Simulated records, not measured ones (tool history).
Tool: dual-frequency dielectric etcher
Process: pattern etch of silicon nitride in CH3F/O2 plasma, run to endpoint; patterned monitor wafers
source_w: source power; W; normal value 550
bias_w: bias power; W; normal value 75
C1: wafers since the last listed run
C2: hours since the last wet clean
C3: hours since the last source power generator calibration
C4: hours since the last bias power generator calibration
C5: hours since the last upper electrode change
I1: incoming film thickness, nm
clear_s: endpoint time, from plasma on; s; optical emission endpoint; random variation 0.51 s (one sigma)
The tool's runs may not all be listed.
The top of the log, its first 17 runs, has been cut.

At hour 1671.2: wet clean of the chamber.
Run 18, hour 1671.7: usual settings but source_w 510 W, bias_w 70 W; C1 644; C2 0.5; C3 3664.0; C4 3950.7; C5 319.9; I1 90.0. Result: clear_s 97.3 s.
Run 19, hour 1716.4: usual settings but source_w 510 W, bias_w 58 W; C1 186; C2 45.2; C3 3708.7; C4 3995.4; C5 364.6; I1 90.6. Result: clear_s 105.7 s.
Run 20, hour 1766.1: usual settings but bias_w 91 W; C1 207; C2 94.9; C3 3758.4; C4 4045.1; C5 414.3; I1 90.2. Result: clear_s 84.8 s.
Run 21, hour 1827.2: usual settings but bias_w 90 W; C1 254; C2 156.0; C3 3819.5; C4 4106.2; C5 475.4; I1 91.3. Result: clear_s 85.0 s.
At hour 1852.0: bias power generator calibrated.
Run 22, hour 1888.9: usual settings but source_w 660 W, bias_w 93 W; C1 240; C2 217.7; C3 3881.2; C4 36.9; C5 537.1; I1 90.5. Result: clear_s 76.8 s.
Run 23, hour 1985.6: usual settings but source_w 640 W, bias_w 84 W; C1 402; C2 314.4; C3 3977.9; C4 133.6; C5 633.8; I1 90.8. Result: clear_s 81.0 s.
Run 24, hour 2042.9: usual settings but bias_w 63 W; C1 238; C2 371.7; C3 4035.2; C4 190.9; C5 691.1; I1 90.5. Result: clear_s 97.3 s.
At hour 2055.3: source power generator calibrated.
Run 25, hour 2339.2: usual settings but source_w 500 W, bias_w 59 W; C1 1217; C2 668.0; C3 283.9; C4 487.2; C5 987.4; I1 89.7. Result: clear_s 102.4 s.

Run 26 has not been measured yet. What should we expect?
Run 26, hour 2376.8: usual settings; C1 156; C2 705.6; C3 321.5; C4 524.8; C5 1025.0; I1 90.4. Result: clear_s ?.

{"run 26": {"clear_s": 90.3}}
If the tool had no hidden condition, the same run with the same run-to-run variation would have returned clear_s 89.9 s.

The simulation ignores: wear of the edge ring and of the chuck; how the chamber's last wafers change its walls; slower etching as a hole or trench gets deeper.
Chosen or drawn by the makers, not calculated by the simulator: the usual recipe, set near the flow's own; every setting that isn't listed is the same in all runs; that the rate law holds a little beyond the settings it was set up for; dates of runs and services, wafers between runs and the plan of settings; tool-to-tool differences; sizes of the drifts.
